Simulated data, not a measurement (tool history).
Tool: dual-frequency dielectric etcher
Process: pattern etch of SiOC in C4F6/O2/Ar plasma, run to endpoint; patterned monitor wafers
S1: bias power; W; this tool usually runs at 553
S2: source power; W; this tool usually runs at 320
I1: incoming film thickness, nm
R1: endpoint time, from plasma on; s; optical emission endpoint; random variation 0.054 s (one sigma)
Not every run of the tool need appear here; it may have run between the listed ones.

run,hour,S1,S2,I1,R1
1,0,553,260,46.86,17.8
2,77.7,553,320,47.1,17.2
3,176.1,553,270,47.1,17.6
4,256.2,599,320,47.61,16.8
5,329.1,599,320,47.29,16.6
6,399.7,645,260,47.86,17
7,456.6,645,260,47.4,16.9
8,513.7,645,260,47.22,16.7
# hour 590: wet clean of the chamber
9,590.5,553,320,47.37,17.3
10,628.4,553,320,47.01,17.2
11,705.9,553,320,46.86,17.1
12,761.1,553,340,47.57,17.1
13,860.8,514,280,47.64,18
# hour 880.4: bias power generator calibrated
14,961.8,553,320,47.86,17.5
15,1048.2,553,320,47.65,17.4
16,1141.5,651,320,46.86,16.1
# hour 1166.3: upper electrode replaced
# hour 1298.2: wet clean of the chamber
# hour 1320.3: source power generator calibrated
17,1386.7,553,270,47.03,17.8
18,1434,596,320,47.61,17
19,1492.3,517,320,47.31,17.8
20,1591.6,615,390,47.25,16.2
21,1661.4,689,340,47.46,16
22,1734.9,453,390,47.48,17.7
23,1832.4,553,320,47.32,17.1
24,1870.6,658,250,47.26,16.9
25,1939.5,553,290,47.5,17.5
26,2005.9,665,250,47.59,16.8
# hour 2058.5: wet clean of the chamber
27,2094.3,592,320,47.34,17.1
28,2189.7,553,380,47.2,16.8
29,2293.1,506,370,47.18,17.3
30,2341.4,671,250,47.1,16.8
31,2392.9,686,320,47.79,16.2
32,2441.3,615,390,47.47,16.1
33,2544,645,260,46.9,16.8
34,2651,454,320,47.06,18.1

Hidden state, per run?
source power that arrives over what is set, %: 0 in every run
H1: etch rate over this chamber's usual, %
H2: bias power that arrives over what is set, %
run,H1,H2
1,0.153,4.57
2,0.371,4.68
3,0.647,4.82
4,0.871,4.93
5,1.08,5.03
6,1.27,5.13
7,1.43,5.22
8,1.59,5.3
9,-0.0908,5.41
10,0.0155,5.46
11,0.233,5.57
12,0.388,5.65
13,0.667,5.79
14,0.951,1.52
15,1.19,1.65
16,1.45,1.78
17,0.0575,2.13
18,0.19,2.19
19,0.354,2.28
20,0.632,2.42
21,0.828,2.52
22,1.03,2.62
23,1.31,2.76
24,1.41,2.81
25,1.61,2.91
26,1.79,3
27,0.0531,3.13
28,0.321,3.27
29,0.611,3.41
30,0.746,3.48
31,0.891,3.55
32,1.03,3.62
33,1.31,3.77
34,1.61,3.92
